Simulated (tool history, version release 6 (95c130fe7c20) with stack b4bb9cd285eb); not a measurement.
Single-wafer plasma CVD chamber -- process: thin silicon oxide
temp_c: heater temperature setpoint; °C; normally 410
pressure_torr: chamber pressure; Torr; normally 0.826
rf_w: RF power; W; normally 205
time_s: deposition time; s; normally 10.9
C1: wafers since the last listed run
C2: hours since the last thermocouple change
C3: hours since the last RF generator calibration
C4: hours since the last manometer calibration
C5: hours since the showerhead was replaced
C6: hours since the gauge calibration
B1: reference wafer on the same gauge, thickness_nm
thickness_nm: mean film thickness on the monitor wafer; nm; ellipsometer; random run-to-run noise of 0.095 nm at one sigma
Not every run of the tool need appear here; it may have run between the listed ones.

run 1 hour=0 | temp_c=410 pressure_torr=0.826 rf_w=205 time_s=10.9 | C1=0 C2=2319.2 C3=483.6 C4=1608 C5=2181.2 C6=16.8 | B1=18.964 | thickness_nm=17.437
run 2 hour=93 | temp_c=410 pressure_torr=0.826 rf_w=205 time_s=10.9 | C1=2102 C2=2412.2 C3=576.6 C4=1701 C5=2274.2 C6=109.8 | B1=19.008 | thickness_nm=17.591
run 3 hour=131 | temp_c=410 pressure_torr=0.826 rf_w=205 time_s=10.9 | C1=859 C2=2450.2 C3=614.6 C4=1739 C5=2312.2 C6=147.8 | B1=19.012 | thickness_nm=17.558
run 4 hour=234.3 | temp_c=410 pressure_torr=0.826 rf_w=205 time_s=10.9 | C1=2335 C2=2553.5 C3=717.9 C4=1842.3 C5=2415.5 C6=251.1 | B1=18.99 | thickness_nm=17.752
run 5 hour=294.6 | temp_c=410 pressure_torr=0.826 rf_w=205 time_s=10.9 | C1=1363 C2=2613.8 C3=778.2 C4=1902.6 C5=2475.8 C6=311.4 | B1=19.016 | thickness_nm=17.509
run 6 hour=354.3 | temp_c=410 pressure_torr=0.76 rf_w=220 time_s=10.9 | C1=1349 C2=2673.5 C3=837.9 C4=1962.3 C5=2535.5 C6=371.1 | B1=18.974 | thickness_nm=16.632
-- hour=368.5 RF generator calibrated
run 7 hour=420.8 | temp_c=410 pressure_torr=0.76 rf_w=220 time_s=10.9 | C1=1322 C2=2740 C3=52.3 C4=2028.8 C5=2602 C6=437.6 | B1=18.978 | thickness_nm=16.693
run 8 hour=487.4 | temp_c=410 pressure_torr=0.826 rf_w=205 time_s=9.8 | C1=1505 C2=2806.6 C3=118.9 C4=2095.4 C5=2668.6 C6=504.2 | B1=19.013 | thickness_nm=15.589
-- hour=523.6 showerhead replaced
run 9 hour=554 | temp_c=398 pressure_torr=0.826 rf_w=205 time_s=10.9 | C1=1324 C2=2873.2 C3=185.5 C4=2162 C5=30.4 C6=570.8 | B1=19.009 | thickness_nm=17.79
-- hour=595.8 capacitance manometer re-zeroed and calibrated
run 10 hour=598.6 | temp_c=410 pressure_torr=0.658 rf_w=205 time_s=10.9 | C1=827 C2=2917.8 C3=230.1 C4=2.8 C5=75 C6=615.4 | B1=18.987 | thickness_nm=13.694
run 11 hour=671 | temp_c=410 pressure_torr=0.826 rf_w=205 time_s=10.9 | C1=1636 C2=2990.2 C3=302.5 C4=75.2 C5=147.4 C6=687.8 | B1=18.995 | thickness_nm=17.621
run 12 hour=751.4 | temp_c=400 pressure_torr=0.669 rf_w=205 time_s=10.9 | C1=1817 C2=3070.6 C3=382.9 C4=155.6 C5=227.8 C6=768.2 | B1=19.007 | thickness_nm=14.036
run 13 hour=809 | temp_c=410 pressure_torr=0.826 rf_w=205 time_s=10.9 | C1=1302 C2=3128.2 C3=440.5 C4=213.2 C5=285.4 C6=825.8 | B1=19.023 | thickness_nm=17.547
-- hour=822.1 thermocouple changed; heater temperature recalibrated
run 14 hour=869.9 | temp_c=410 pressure_torr=0.826 rf_w=205 time_s=10.9 | C1=1196 C2=47.8 C3=501.4 C4=274.1 C5=346.3 C6=886.7 | B1=18.982 | thickness_nm=17.543
run 15 hour=914.8 | temp_c=410 pressure_torr=0.826 rf_w=205 time_s=10.9 | C1=1015 C2=92.7 C3=546.3 C4=319 C5=391.2 C6=931.6 | B1=18.986 | thickness_nm=17.416
run 16 hour=1012.7 | temp_c=410 pressure_torr=0.734 rf_w=205 time_s=10.9 | C1=2213 C2=190.6 C3=644.2 C4=416.9 C5=489.1 C6=1029.5 | B1=18.992 | thickness_nm=15.458
-- hour=1099.2 RF generator calibrated
run 17 hour=1188 | temp_c=424 pressure_torr=0.883 rf_w=205 time_s=9.5 | C1=3782 C2=365.9 C3=88.8 C4=592.2 C5=664.4 C6=1204.8 | B1=19.004 | thickness_nm=16.155
run 18 hour=1263.9 | temp_c=398 pressure_torr=0.769 rf_w=190 time_s=11.9 | C1=1716 C2=441.8 C3=164.7 C4=668.1 C5=740.3 C6=1280.7 | B1=18.985 | thickness_nm=17.258
run 19 hour=1336.1 | temp_c=417 pressure_torr=1.003 rf_w=165 time_s=9.6 | C1=1632 C2=514 C3=236.9 C4=740.3 C5=812.5 C6=1352.9 | B1=19.011 | thickness_nm=16.312
run 20 hour=1413.8 | temp_c=410 pressure_torr=0.826 rf_w=205 time_s=11.7 | C1=1756 C2=591.7 C3=314.6 C4=818 C5=890.2 C6=1430.6 | B1=18.999 | thickness_nm=18.76
run 21 hour=1506.7 | temp_c=410 pressure_torr=0.972 rf_w=205 time_s=10.2 | C1=2100 C2=684.6 C3=407.5 C4=910.9 C5=983.1 C6=1523.5 | B1=19.02 | thickness_nm=18.913
run 22 hour=1582.7 | temp_c=424 pressure_torr=0.754 rf_w=190 time_s=10.9 | C1=1718 C2=760.6 C3=483.5 C4=986.9 C5=1059.1 C6=1599.5 | B1=18.979 | thickness_nm=15.163
run 23 hour=1674.7 | temp_c=423 pressure_torr=0.826 rf_w=180 time_s=10.9 | C1=2080 C2=852.6 C3=575.5 C4=1078.9 C5=1151.1 C6=1691.5 | B1=19.014 | thickness_nm=16.267
-- hour=1699.5 gauge calibrated
run 24 hour=1746.5 | temp_c=410 pressure_torr=0.826 rf_w=205 time_s=10.9 | C1=1623 C2=924.4 C3=647.3 C4=1150.7 C5=1222.9 C6=47 | B1=19.018 | thickness_nm=17.576
run 25 hour=1789.6 | temp_c=400 pressure_torr=0.669 rf_w=205 time_s=10.9 | C1=974 C2=967.5 C3=690.4 C4=1193.8 C5=1266 C6=90.1 | B1=19.005 | thickness_nm=14.072
run 26 hour=1840.8 | temp_c=410 pressure_torr=0.975 rf_w=245 time_s=12.1 | C1=1157 C2=1018.7 C3=741.6 C4=1245 C5=1317.2 C6=141.3 | B1=18.988 | thickness_nm=24.5
-- hour=1880.7 RF generator calibrated
run 27 hour=1901.8 | temp_c=410 pressure_torr=0.826 rf_w=205 time_s=10.9 | C1=1198 C2=1079.7 C3=21.1 C4=1306 C5=1378.2 C6=202.3 | B1=19.009 | thickness_nm=17.434

What was the tool's hidden state at every run in the log?
wafer temperature above the value expected at the setpoint (K): 0 across all the runs
delivered RF power above the setpoint (%): 0 across all the runs
true pressure above the setpoint (%): 0 across all the runs
gauge reads high (%): 0 across all the runs
